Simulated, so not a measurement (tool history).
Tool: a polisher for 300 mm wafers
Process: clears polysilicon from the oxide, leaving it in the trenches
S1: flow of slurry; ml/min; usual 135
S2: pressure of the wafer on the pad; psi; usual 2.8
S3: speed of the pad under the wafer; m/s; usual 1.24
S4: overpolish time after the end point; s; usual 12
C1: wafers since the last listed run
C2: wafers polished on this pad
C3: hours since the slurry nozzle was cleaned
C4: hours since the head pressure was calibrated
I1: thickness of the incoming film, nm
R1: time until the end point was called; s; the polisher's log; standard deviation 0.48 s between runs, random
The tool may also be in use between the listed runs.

run     day   S1   S2    S3  S4   C1    C2     C3     C4     I1    R1
  1   0.000  110  2.8  1.24  16    0   974  451.4  492.5  562.1  37.7
  2   1.212  135  2.8  1.24  12  226  1200  480.5  521.6  555.9  35.2
      2.054  -- worn pad replaced by a new one
  3   2.367  135  2.8  1.24  12  184    58  508.2  549.3  561.9  36.5
  4   3.062  135  2.8  1.24  12  129   188  524.9  566.0  556.6  35.9
  5   3.921  135  2.5  1.24  12  160   348  545.5  586.6  560.1  40.2
  6   5.142  135  2.5  1.24  12  227   576  574.8  615.9  561.8  40.3
  7   5.717  135  2.8  1.24  12  107   683  588.6  629.7  567.9  36.8
  8   7.012  135  2.8  1.24  12  241   925  619.7  660.8  564.3  36.1
  9   7.617  135  2.8  1.24  12  112  1038  634.2  675.3  551.8  35.7
 10   8.696  135  2.8  1.12   8  201  1239  660.1  701.2  566.9  40.5
 11   9.312  135  2.8  1.12   8  115  1355  674.9  716.0  559.3  40.3
     10.054  -- worn pad replaced by a new one
 12  10.417  135  2.8  1.12   8  175    67  701.4  742.5  556.2  39.3
 13  11.829  135  2.8  0.94  12  263   331  735.3  776.4  559.5  47.1
     12.192  -- slurry nozzle cleaned
 14  13.292  135  2.8  0.94  12  265   596   26.4  811.5  556.2  47.1
 15  14.658  135  2.8  1.24  12  255   851   59.2  844.3  564.6  35.9
 16  15.958  135  2.8  1.24  12  242  1094   90.4  875.5  547.4  35.5
     17.000  -- worn pad replaced by a new one
 17  17.021   90  2.2  1.24  12  167     3  115.9  901.0  560.1  49.2
 18  18.354  100  2.4  1.24  12  248   252  147.9  933.0  560.5  44.3
 19  19.008  135  2.8  1.24  10  122   375  163.6  948.7  566.8  37.1
     19.850  -- head pressure recalibrated
 20  20.192  135  3.2  1.66  10  205   580  192.0    8.2  551.6  22.6
 21  23.292   95  2.8  1.24   8  578  1159  266.4   82.6  558.6  36.5
 22  24.192  135  2.8  1.24  12  168  1327  288.0  104.2  569.1  35.8
 23  25.162  135  2.8  1.24   7  181  1508  311.3  127.5  565.1  35.4
     25.567  -- worn pad replaced by a new one
 24  25.700  105  2.8  1.24  12   69    25  324.2  140.4  568.3  37.9
 25  26.996  135  2.8  1.24  12  241   267  355.3  171.5  560.4  34.8
 26  28.208  135  2.8  1.24  12  226   493  384.4  200.6  553.4  34.0
 27  32.383  135  3.2  1.08  12  779  1272  484.6  300.8  568.3  36.2
 28  32.917  100  2.4  1.24  12   99  1372  497.4  313.6  564.7  43.3
 29  33.846   90  2.0  0.90   9  173  1545  519.7  335.9  565.6  74.0
     34.267  -- worn pad replaced by a new one
 30  34.983  135  1.8  0.88  12  181   134  547.0  363.2  554.5  71.8
 31  35.662   95  2.8  1.24  12  126   260  563.3  379.5  560.6  39.2
 32  36.396  145  3.2  1.48  10  136   397  580.9  397.1  549.3  26.0
 33  37.321  115  2.8  1.24  12  172   570  603.1  419.3  564.0  38.1

Run 34 has not been measured yet. What should we expect?
 34  37.846  135  2.8  1.24  12  98  668  615.7  431.9  564.9   ?

{"run 34": {"R1": 36.6}}
If the tool had no hidden condition, the same run with the same run-to-run variation would have returned R1 34.7 s.

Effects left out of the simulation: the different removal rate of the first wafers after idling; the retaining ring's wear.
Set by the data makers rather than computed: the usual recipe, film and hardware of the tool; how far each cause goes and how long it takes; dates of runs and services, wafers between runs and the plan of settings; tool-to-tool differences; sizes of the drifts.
